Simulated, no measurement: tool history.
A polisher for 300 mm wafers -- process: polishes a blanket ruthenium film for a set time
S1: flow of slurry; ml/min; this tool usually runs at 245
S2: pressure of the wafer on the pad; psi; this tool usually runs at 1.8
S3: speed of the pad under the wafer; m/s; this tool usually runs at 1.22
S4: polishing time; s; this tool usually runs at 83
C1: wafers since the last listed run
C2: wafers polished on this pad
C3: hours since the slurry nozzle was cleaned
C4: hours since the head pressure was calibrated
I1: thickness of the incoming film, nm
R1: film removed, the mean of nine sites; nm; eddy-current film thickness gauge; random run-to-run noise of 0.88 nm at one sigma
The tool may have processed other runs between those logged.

| run | hour | S1 | S2 | S3 | S4 | C1 | C2 | C3 | C4 | I1 | R1 |
|---|---|---|---|---|---|---|---|---|---|---|---|
| 1 | 0.0 | 245 | 1.8 | 1.22 | 83 | 0 | 1398 | 269.5 | 356.7 | 409.8 | 79.9 |
|  | 24.1 | slurry nozzle cleaned |
| 2 | 82.7 | 245 | 1.8 | 1.22 | 83 | 1107 | 2505 | 58.6 | 439.4 | 408.0 | 77.2 |
|  | 130.6 | worn pad replaced by a new one |
| 3 | 135.2 | 245 | 1.8 | 1.22 | 83 | 657 | 62 | 111.1 | 491.9 | 407.2 | 86.1 |
| 4 | 201.6 | 245 | 1.8 | 1.22 | 83 | 899 | 962 | 177.5 | 558.3 | 407.6 | 80.5 |
|  | 286.2 | slurry nozzle cleaned |
| 5 | 302.1 | 245 | 1.8 | 1.32 | 83 | 1348 | 2310 | 15.9 | 658.8 | 408.4 | 81.5 |
| 6 | 389.8 | 245 | 1.8 | 1.32 | 83 | 1188 | 3499 | 103.6 | 746.5 | 410.8 | 79.5 |
|  | 421.9 | worn pad replaced by a new one |
| 7 | 427.7 | 180 | 1.8 | 1.22 | 61 | 459 | 78 | 141.5 | 784.4 | 410.0 | 62.6 |
|  | 487.6 | head pressure recalibrated |
|  | 532.1 | slurry nozzle cleaned |
| 8 | 621.4 | 180 | 1.8 | 1.22 | 61 | 2584 | 2662 | 89.3 | 133.8 | 404.0 | 56.0 |
| 9 | 670.1 | 245 | 1.8 | 1.22 | 83 | 659 | 3322 | 138.0 | 182.5 | 409.2 | 76.5 |
|  | 723.5 | worn pad replaced by a new one |
| 10 | 738.1 | 245 | 1.8 | 1.22 | 98 | 867 | 197 | 206.0 | 250.5 | 407.1 | 101.1 |
|  | 819.9 | slurry nozzle cleaned |
| 11 | 822.7 | 245 | 1.8 | 1.22 | 83 | 1132 | 1330 | 2.8 | 335.1 | 409.7 | 79.5 |
| 12 | 866.4 | 190 | 1.8 | 1.22 | 83 | 592 | 1922 | 46.5 | 378.8 | 405.1 | 76.9 |
| 13 | 960.2 | 245 | 1.8 | 1.22 | 83 | 1271 | 3193 | 140.3 | 472.6 | 412.5 | 77.2 |
|  | 987.0 | worn pad replaced by a new one |
| 14 | 1010.2 | 290 | 2.0 | 1.06 | 83 | 623 | 314 | 190.3 | 522.6 | 409.7 | 81.5 |
| 15 | 1073.9 | 245 | 2.1 | 0.84 | 83 | 863 | 1177 | 254.0 | 586.3 | 410.2 | 65.9 |
|  | 1125.5 | slurry nozzle cleaned |
| 16 | 1177.5 | 245 | 1.4 | 1.44 | 96 | 1390 | 2567 | 52.0 | 689.9 | 412.6 | 90.2 |
|  | 1242.5 | worn pad replaced by a new one |
| 17 | 1272.8 | 245 | 1.6 | 1.22 | 83 | 1237 | 410 | 147.3 | 785.2 | 405.0 | 76.6 |
| 18 | 1374.7 | 245 | 1.4 | 1.22 | 83 | 1380 | 1791 | 249.2 | 887.1 | 408.1 | 67.1 |

Per-run results on a tool with no hidden state, each run keeping its own random variation:
What the log doesn't record here: removal rate lost through wear of the pad, %; slurry flow missing at the pad, %; deviation of the head's pressure from its setpoint, %.
| run | R1 |
|---|---|
| 1 | 88.7 |
| 2 | 88.0 |
| 3 | 88.6 |
| 4 | 88.5 |
| 5 | 93.6 |
| 6 | 92.6 |
| 7 | 63.4 |
| 8 | 63.5 |
| 9 | 87.2 |
| 10 | 103.9 |
| 11 | 87.5 |
| 12 | 86.2 |
| 13 | 88.3 |
| 14 | 84.0 |
| 15 | 71.6 |
| 16 | 101.6 |
| 17 | 80.5 |
| 18 | 75.4 |

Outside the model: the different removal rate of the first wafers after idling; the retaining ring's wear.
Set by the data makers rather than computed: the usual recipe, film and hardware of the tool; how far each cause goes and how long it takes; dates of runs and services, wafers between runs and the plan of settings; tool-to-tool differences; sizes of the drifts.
